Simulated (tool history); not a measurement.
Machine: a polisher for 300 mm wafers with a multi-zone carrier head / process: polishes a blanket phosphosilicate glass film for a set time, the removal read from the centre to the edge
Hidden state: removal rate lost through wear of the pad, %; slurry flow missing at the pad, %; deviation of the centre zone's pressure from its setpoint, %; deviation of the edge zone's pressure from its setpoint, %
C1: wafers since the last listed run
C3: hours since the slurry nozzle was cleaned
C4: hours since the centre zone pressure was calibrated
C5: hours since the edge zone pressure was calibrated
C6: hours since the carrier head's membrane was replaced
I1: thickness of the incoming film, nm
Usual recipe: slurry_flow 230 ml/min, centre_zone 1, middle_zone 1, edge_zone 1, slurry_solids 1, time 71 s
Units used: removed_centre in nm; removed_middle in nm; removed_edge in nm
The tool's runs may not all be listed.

run 1 hour=0 | slurry_flow=230 centre_zone=1 middle_zone=1 edge_zone=1.09 slurry_solids=1.2 time=71 | C1=0 wafers_polished_on_this_pad=1294 C3=201.7 C4=817.3 C5=470 C6=400.8 | I1=2699.4 | removed_centre=569.7 removed_middle=594.1 removed_edge=579.3
run 2 hour=107.4 | slurry_flow=230 centre_zone=1 middle_zone=1.05 edge_zone=1.08 slurry_solids=1 time=71 | C1=872 wafers_polished_on_this_pad=2166 C3=309.1 C4=924.7 C5=577.4 C6=508.2 | I1=2690.3 | removed_centre=520.4 removed_middle=573.3 removed_edge=540.2
run 3 hour=206.8 | slurry_flow=175 centre_zone=0.88 middle_zone=0.94 edge_zone=1 slurry_solids=1 time=57 | C1=807 wafers_polished_on_this_pad=2974 C3=408.5 C4=1024.1 C5=676.8 C6=607.6 | I1=2676.7 | removed_centre=351.9 removed_middle=389.5 removed_edge=391
-- hour=224.7 edge zone pressure recalibrated
run 4 hour=257.1 | slurry_flow=230 centre_zone=1 middle_zone=1 edge_zone=1 slurry_solids=0.8 time=71 | C1=392 wafers_polished_on_this_pad=3366 C3=458.8 C4=1074.4 C5=32.4 C6=657.9 | I1=2718.8 | removed_centre=480.7 removed_middle=512.8 removed_edge=476.6
-- hour=313.8 centre zone pressure recalibrated
run 5 hour=326.3 | slurry_flow=310 centre_zone=1 middle_zone=1.1 edge_zone=1 slurry_solids=1.1 time=55 | C1=545 wafers_polished_on_this_pad=3912 C3=528 C4=12.5 C5=101.6 C6=727.1 | I1=2715.1 | removed_centre=447 removed_middle=479.5 removed_edge=419.3
run 6 hour=374.7 | slurry_flow=230 centre_zone=0.94 middle_zone=1 edge_zone=1 slurry_solids=1.1 time=71 | C1=393 wafers_polished_on_this_pad=4305 C3=576.4 C4=60.9 C5=150 C6=775.5 | I1=2656 | removed_centre=507.5 removed_middle=559.4 removed_edge=530.5
run 7 hour=431.7 | slurry_flow=230 centre_zone=1 middle_zone=1 edge_zone=1 slurry_solids=1 time=71 | C1=463 wafers_polished_on_this_pad=4768 C3=633.4 C4=117.9 C5=207 C6=832.5 | I1=2688.9 | removed_centre=507.8 removed_middle=532.3 removed_edge=498.7
-- hour=474.5 slurry nozzle cleaned
run 8 hour=477.7 | slurry_flow=230 centre_zone=1 middle_zone=1 edge_zone=1 slurry_solids=0.8 time=88 | C1=365 wafers_polished_on_this_pad=5134 C3=3.2 C4=163.9 C5=253 C6=878.5 | I1=2669 | removed_centre=617.6 removed_middle=638.1 removed_edge=598.6
-- hour=566.8 worn pad replaced by a new one
run 9 hour=582.2 | slurry_flow=230 centre_zone=1 middle_zone=0.95 edge_zone=1 slurry_solids=1 time=71 | C1=816 wafers_polished_on_this_pad=125 C3=107.7 C4=268.4 C5=357.5 C6=983 | I1=2721 | removed_centre=541.7 removed_middle=526.7 removed_edge=522.7
-- hour=808.1 carrier head's membrane replaced by a new one
run 10 hour=896.4 | slurry_flow=230 centre_zone=1.04 middle_zone=1 edge_zone=1 slurry_solids=1 time=86 | C1=2511 wafers_polished_on_this_pad=2636 C3=421.9 C4=582.6 C5=671.7 C6=88.3 | I1=2721.4 | removed_centre=683.9 removed_middle=652.8 removed_edge=628
-- hour=930.7 edge zone pressure recalibrated
run 11 hour=954.7 | slurry_flow=230 centre_zone=1 middle_zone=1 edge_zone=0.95 slurry_solids=0.85 time=79 | C1=457 wafers_polished_on_this_pad=3094 C3=480.2 C4=640.9 C5=24 C6=146.6 | I1=2679.7 | removed_centre=561.9 removed_middle=565.3 removed_edge=531.9
run 12 hour=1012.6 | slurry_flow=230 centre_zone=1 middle_zone=1 edge_zone=1 slurry_solids=1 time=71 | C1=470 wafers_polished_on_this_pad=3564 C3=538.1 C4=698.8 C5=81.9 C6=204.5 | I1=2682.1 | removed_centre=518.4 removed_middle=537.6 removed_edge=511.4
-- hour=1129.2 slurry nozzle cleaned
-- hour=1166.9 worn pad replaced by a new one
run 13 hour=1304.1 | slurry_flow=230 centre_zone=1 middle_zone=0.89 edge_zone=1 slurry_solids=1 time=71 | C1=2327 wafers_polished_on_this_pad=1114 C3=174.9 C4=990.3 C5=373.4 C6=496 | I1=2682.2 | removed_centre=536.3 removed_middle=506.7 removed_edge=531.6
run 14 hour=1402.3 | slurry_flow=230 centre_zone=1 middle_zone=1 edge_zone=1 slurry_solids=1 time=71 | C1=797 wafers_polished_on_this_pad=1912 C3=273.1 C4=1088.5 C5=471.6 C6=594.2 | I1=2665 | removed_centre=530.7 removed_middle=540.3 removed_edge=521.5
run 15 hour=1499.7 | slurry_flow=230 centre_zone=1 middle_zone=1 edge_zone=1 slurry_solids=1 time=71 | C1=791 wafers_polished_on_this_pad=2703 C3=370.5 C4=1185.9 C5=569 C6=691.6 | I1=2710.4 | removed_centre=532.7 removed_middle=543.3 removed_edge=537.4
-- hour=1520 centre zone pressure recalibrated
run 16 hour=1574.5 | slurry_flow=230 centre_zone=1 middle_zone=0.96 edge_zone=1 slurry_solids=0.75 time=71 | C1=591 wafers_polished_on_this_pad=3294 C3=445.3 C4=54.5 C5=643.8 C6=766.4 | I1=2722.5 | removed_centre=471.5 removed_middle=473.1 removed_edge=480.2
-- hour=1605 edge zone pressure recalibrated
run 17 hour=1616.2 | slurry_flow=230 centre_zone=0.94 middle_zone=1 edge_zone=1 slurry_solids=1 time=71 | C1=322 wafers_polished_on_this_pad=3617 C3=487 C4=96.2 C5=11.2 C6=808.1 | I1=2691.6 | removed_centre=500.1 removed_middle=534.8 removed_edge=515.6
run 18 hour=1707 | slurry_flow=150 centre_zone=1 middle_zone=1.07 edge_zone=1 slurry_solids=1 time=49 | C1=737 wafers_polished_on_this_pad=4355 C3=577.8 C4=187 C5=102 C6=898.9 | I1=2670.8 | removed_centre=321 removed_middle=362.1 removed_edge=337.1
run 19 hour=1750.2 | slurry_flow=295 centre_zone=1.08 middle_zone=1.04 edge_zone=1 slurry_solids=0.9 time=71 | C1=350 wafers_polished_on_this_pad=4706 C3=621 C4=230.2 C5=145.2 C6=942.1 | I1=2718.7 | removed_centre=557.9 removed_middle=541.7 removed_edge=504.3
-- hour=1782.5 worn pad replaced by a new one
-- hour=1808.5 slurry nozzle cleaned
run 20 hour=1849 | slurry_flow=230 centre_zone=0.94 middle_zone=1 edge_zone=1 slurry_solids=1.1 time=71 | C1=762 wafers_polished_on_this_pad=531 C3=40.5 C4=329 C5=244 C6=1040.9 | I1=2664.1 | removed_centre=515.9 removed_middle=575.9 removed_edge=535.3
run 21 hour=1915.8 | slurry_flow=230 centre_zone=1.11 middle_zone=1 edge_zone=0.89 slurry_solids=0.85 time=71 | C1=542 wafers_polished_on_this_pad=1074 C3=107.3 C4=395.8 C5=310.8 C6=1107.7 | I1=2690 | removed_centre=565.2 removed_middle=513 removed_edge=469.9

Each row is a separate what-if for the run after 21, all from the same tool condition, not one after another. Results?
run A hour=1916.3 | slurry_flow=200 centre_zone=1 middle_zone=1 edge_zone=1 slurry_solids=1 time=71 | C1=4 wafers_polished_on_this_pad=1078 C3=107.8 C4=396.3 C5=311.3 C6=1108.2 | I1=2709.1 | removed_centre=? removed_middle=? removed_edge=?
run B hour=1916.3 | slurry_flow=250 centre_zone=0.95 middle_zone=1 edge_zone=1 slurry_solids=1 time=48 | C1=4 wafers_polished_on_this_pad=1078 C3=107.8 C4=396.3 C5=311.3 C6=1108.2 | I1=2709.1 | removed_centre=? removed_middle=? removed_edge=?
run C hour=1916.3 | slurry_flow=230 centre_zone=1 middle_zone=1 edge_zone=0.91 slurry_solids=1 time=71 | C1=4 wafers_polished_on_this_pad=1078 C3=107.8 C4=396.3 C5=311.3 C6=1108.2 | I1=2709.1 | removed_centre=? removed_middle=? removed_edge=?
run D hour=1916.3 | slurry_flow=230 centre_zone=0.89 middle_zone=1.04 edge_zone=1 slurry_solids=1 time=50 | C1=4 wafers_polished_on_this_pad=1078 C3=107.8 C4=396.3 C5=311.3 C6=1108.2 | I1=2709.1 | removed_centre=? removed_middle=? removed_edge=?

run=A removed_centre=506.7 removed_middle=543.8 removed_edge=503.2
run=B removed_centre=337.6 removed_middle=380.2 removed_edge=348.7
run=C removed_centre=519.2 removed_middle=555.9 removed_edge=489.1
run=D removed_centre=325.2 removed_middle=404.9 removed_edge=359.9
Stripped of hidden state, with their random variation kept, the same runs would have yielded:
run=A removed_centre=510.2 removed_middle=547.2 removed_edge=505.4
run=B removed_centre=339.4 removed_middle=382.1 removed_edge=349.9
run=C removed_centre=522.3 removed_middle=558.9 removed_edge=491
run=D removed_centre=327.1 removed_middle=407 removed_edge=361.3

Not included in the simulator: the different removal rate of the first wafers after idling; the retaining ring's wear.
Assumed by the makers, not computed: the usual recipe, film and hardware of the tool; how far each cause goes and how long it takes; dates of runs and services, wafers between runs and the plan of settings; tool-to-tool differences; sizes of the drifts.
